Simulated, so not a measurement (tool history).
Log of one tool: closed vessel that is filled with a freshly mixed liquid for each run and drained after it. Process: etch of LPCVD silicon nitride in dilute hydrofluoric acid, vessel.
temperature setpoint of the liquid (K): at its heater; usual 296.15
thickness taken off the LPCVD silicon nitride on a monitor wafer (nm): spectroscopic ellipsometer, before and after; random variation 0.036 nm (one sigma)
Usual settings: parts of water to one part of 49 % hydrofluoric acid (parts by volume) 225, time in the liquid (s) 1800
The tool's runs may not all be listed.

run	hour	temperature setpoint of the liquid (K)	parts of water to one part of 49 % hydrofluoric acid (parts by volume)	time in the liquid (s)	wafers since the last listed run	hours since the thermometer was replaced	hours since the hydrofluoric acid flow meter was replaced	hours since the gauge calibration	read-back film thickness of the LPCVD silicon nitride reference wafer, read on the same gauge (nm)	thickness taken off the LPCVD silicon nitride on a monitor wafer (nm)
1	0.0	294.15	295	1800	0	876.9	301.9	153.1	139.989	2.547
2	92.7	296.15	225	1800	4273	969.6	394.6	245.8	139.949	3.770
3	192.8	296.15	140	1800	4615	1069.7	494.7	345.9	139.988	6.033
4	269.8	296.15	140	1800	3550	1146.7	571.7	422.9	140.031	6.003
# hour 316.0: gauge calibrated
# hour 355.1: thermometer replaced
5	373.5	296.15	140	1800	4735	18.4	675.4	57.5	140.015	6.077
6	450.1	296.15	225	1800	3531	95.0	752.0	134.1	139.981	3.755
# hour 491.5: hydrofluoric acid flow meter replaced
7	500.3	296.15	225	1800	2268	145.2	8.8	184.3	139.993	3.848
8	570.1	296.15	275	1385	3218	215.0	78.6	254.1	140.039	2.346
9	666.1	296.15	225	1800	4426	311.0	174.6	350.1	140.024	3.729
10	737.3	296.15	225	1475	3282	382.2	245.8	421.3	140.020	3.082
11	808.5	296.15	315	1800	3282	453.4	317.0	492.5	139.976	2.695
# hour 826.1: gauge calibrated
12	874.8	296.15	225	1800	3056	519.7	383.3	48.7	140.019	3.803
13	918.0	292.65	265	2825	1991	562.9	426.5	91.9	140.054	4.023
14	990.3	300.15	295	2380	3333	635.2	498.8	164.2	140.026	4.922

Hidden state at the last listed run before each entry between runs and at the first one after, where it differs:
Between runs 4 and 5: gauge calibrated (hour 316.0); thermometer replaced (hour 355.1)
  no hidden state differs between the two runs
Between runs 6 and 7: hydrofluoric acid flow meter replaced (hour 491.5)
  no hidden state differs between the two runs
Between runs 11 and 12: gauge calibrated (hour 826.1)
  no hidden state differs between the two runs
